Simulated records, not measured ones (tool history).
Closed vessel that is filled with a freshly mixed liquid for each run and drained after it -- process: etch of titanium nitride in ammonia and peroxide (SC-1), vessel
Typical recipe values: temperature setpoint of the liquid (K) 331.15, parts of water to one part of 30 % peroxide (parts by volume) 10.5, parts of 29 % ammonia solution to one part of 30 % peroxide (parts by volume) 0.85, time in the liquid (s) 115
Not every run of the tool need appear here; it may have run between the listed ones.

run	hour	temperature setpoint of the liquid (K)	parts of water to one part of 30 % peroxide (parts by volume)	parts of 29 % ammonia solution to one part of 30 % peroxide (parts by volume)	time in the liquid (s)	wafers since the last listed run	hours since the thermometer was replaced	hours since the ammonia flow meter was replaced	hours since the drum of ammonia solution was connected	hours since the gauge calibration	read-back film thickness of the titanium nitride reference wafer, read on the same gauge (nm)	thickness taken off the titanium nitride on a monitor wafer (Å)
1	0.0	331.15	8.0	0.75	115	0	3152.4	777.5	655.4	158.0	150.02	121.9
2	17.9	328.65	10.5	0.85	115	1071	3170.3	795.4	673.3	175.9	150.00	91.6
3	26.6	331.15	13.5	0.85	140	520	3179.0	804.1	682.0	184.6	150.01	115.8
4	33.8	331.15	13.5	0.85	140	431	3186.2	811.3	689.2	191.8	149.99	115.9
5	48.3	331.15	13.5	0.85	140	868	3200.7	825.8	703.7	206.3	150.00	116.1
6	65.6	331.15	10.5	0.85	115	1036	3218.0	843.1	721.0	223.6	150.05	108.0
7	81.1	331.15	10.5	0.85	115	928	3233.5	858.6	736.5	239.1	150.00	107.9
8	96.4	335.15	10.5	0.85	115	916	3248.8	873.9	751.8	254.4	150.02	141.2
9	107.9	335.15	10.5	0.85	115	688	3260.3	885.4	763.3	265.9	149.98	140.9
# hour 112.9: new drum of ammonia solution connected
10	122.4	331.15	10.5	0.85	115	808	3274.8	899.9	9.5	280.4	150.00	108.2
11	136.1	331.15	10.5	0.85	115	820	3288.5	913.6	23.2	294.1	149.99	107.8
# hour 146.5: thermometer replaced
12	149.7	331.15	12.5	0.85	115	754	3.2	927.2	36.8	307.7	149.99	117.7
13	155.8	331.15	12.5	0.85	115	365	9.3	933.3	42.9	313.8	149.98	118.2
14	169.7	331.15	12.5	0.85	115	832	23.2	947.2	56.8	327.7	149.97	117.2
15	177.0	335.15	10.5	0.85	115	437	30.5	954.5	64.1	335.0	150.01	167.1
16	187.6	331.15	12.0	0.70	90	634	41.1	965.1	74.7	345.6	150.01	90.7
# hour 194.8: ammonia flow meter replaced
17	203.5	331.15	15.0	1.00	115	892	57.0	8.7	90.6	361.5	149.98	109.4
18	212.1	323.15	14.0	1.05	95	515	65.6	17.3	99.2	370.1	149.96	54.7
# hour 213.3: gauge calibrated
19	221.8	328.15	14.5	0.60	55	580	75.3	27.0	108.9	8.5	149.98	39.8
20	231.1	331.15	10.5	0.85	115	556	84.6	36.3	118.2	17.8	149.99	128.0
21	246.2	331.15	10.5	0.95	115	904	99.7	51.4	133.3	32.9	150.02	130.4

Expected results for the next run?
22	256.3	328.65	10.5	0.85	115	604	109.8	61.5	143.4	43.0	?	?

read-back film thickness of the titanium nitride reference wafer, read on the same gauge (nm): 150.00
thickness taken off the titanium nitride on a monitor wafer (Å): 107.9
Were there no unlogged condition in the tool, this run, its random variation unchanged, would have produced thickness taken off the titanium nitride on a monitor wafer (Å) 110.2.
